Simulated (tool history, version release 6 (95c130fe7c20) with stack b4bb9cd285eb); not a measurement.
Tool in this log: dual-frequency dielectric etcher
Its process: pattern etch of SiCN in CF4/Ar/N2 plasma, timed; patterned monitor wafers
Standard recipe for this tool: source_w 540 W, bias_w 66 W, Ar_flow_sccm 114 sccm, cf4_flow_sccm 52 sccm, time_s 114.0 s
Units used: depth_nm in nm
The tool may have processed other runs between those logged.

run	hour	source_w	bias_w	Ar_flow_sccm	cf4_flow_sccm	time_s	read-back reference wafer on the same gauge, depth_nm	depth_nm
1	0.0	410	66	114	52	114.0	91.9	72.8
# hour 78.4: bias power generator calibrated
2	89.7	540	82	114	52	114.0	92.0	106.1
3	187.4	540	76	125	64	140.5	91.9	128.0
4	227.7	540	66	114	52	114.0	92.0	97.7
5	270.6	540	66	114	47	114.0	91.9	96.6
6	339.4	620	66	93	52	114.0	91.9	116.5
7	405.6	540	66	114	52	114.0	91.9	97.5
8	506.4	540	56	125	58	114.0	91.9	90.9
# hour 587.7: wet clean of the chamber
# hour 678.7: upper electrode replaced
9	692.8	540	76	114	57	94.5	91.9	86.8
# hour 729.6: gauge calibrated
10	745.5	540	66	114	52	114.0	91.8	98.2
11	845.6	540	66	114	52	142.0	91.9	122.6
12	885.2	540	66	114	62	114.0	91.8	99.6
# hour 955.8: CF4 flow controller replaced
13	977.1	480	77	114	61	114.0	91.9	92.5
14	1036.5	540	66	114	52	100.5	91.9	86.3
15	1109.9	540	66	114	52	114.0	92.0	97.5
16	1207.0	540	66	126	52	100.5	92.0	84.5
# hour 1325.3: wet clean of the chamber
17	1325.8	540	66	114	52	100.5	91.9	87.1
18	1572.9	540	66	99	56	114.0	91.9	101.2
19	1659.7	630	66	98	52	114.0	91.9	117.8
20	1765.7	540	71	94	52	114.0	91.9	103.4

Predict each of these 5 candidate next runs independently; none follows another, all start after run 20:
A	1766.1	540	66	114	52	114.0	?	?
B	1766.1	460	66	114	63	104.0	?	?
C	1766.1	540	66	114	60	145.5	?	?
D	1766.1	540	62	114	52	81.0	?	?
E	1766.1	450	66	114	44	114.0	?	?

run	read-back reference wafer on the same gauge, depth_nm	depth_nm
A	91.8	98.3
B	91.8	76.9
C	91.8	127.2
D	91.8	68.3
E	91.8	79.6
Without the tool's hidden state the same runs would have given:
run	depth_nm
A	99.4
B	77.8
C	128.6
D	69.1
E	80.5
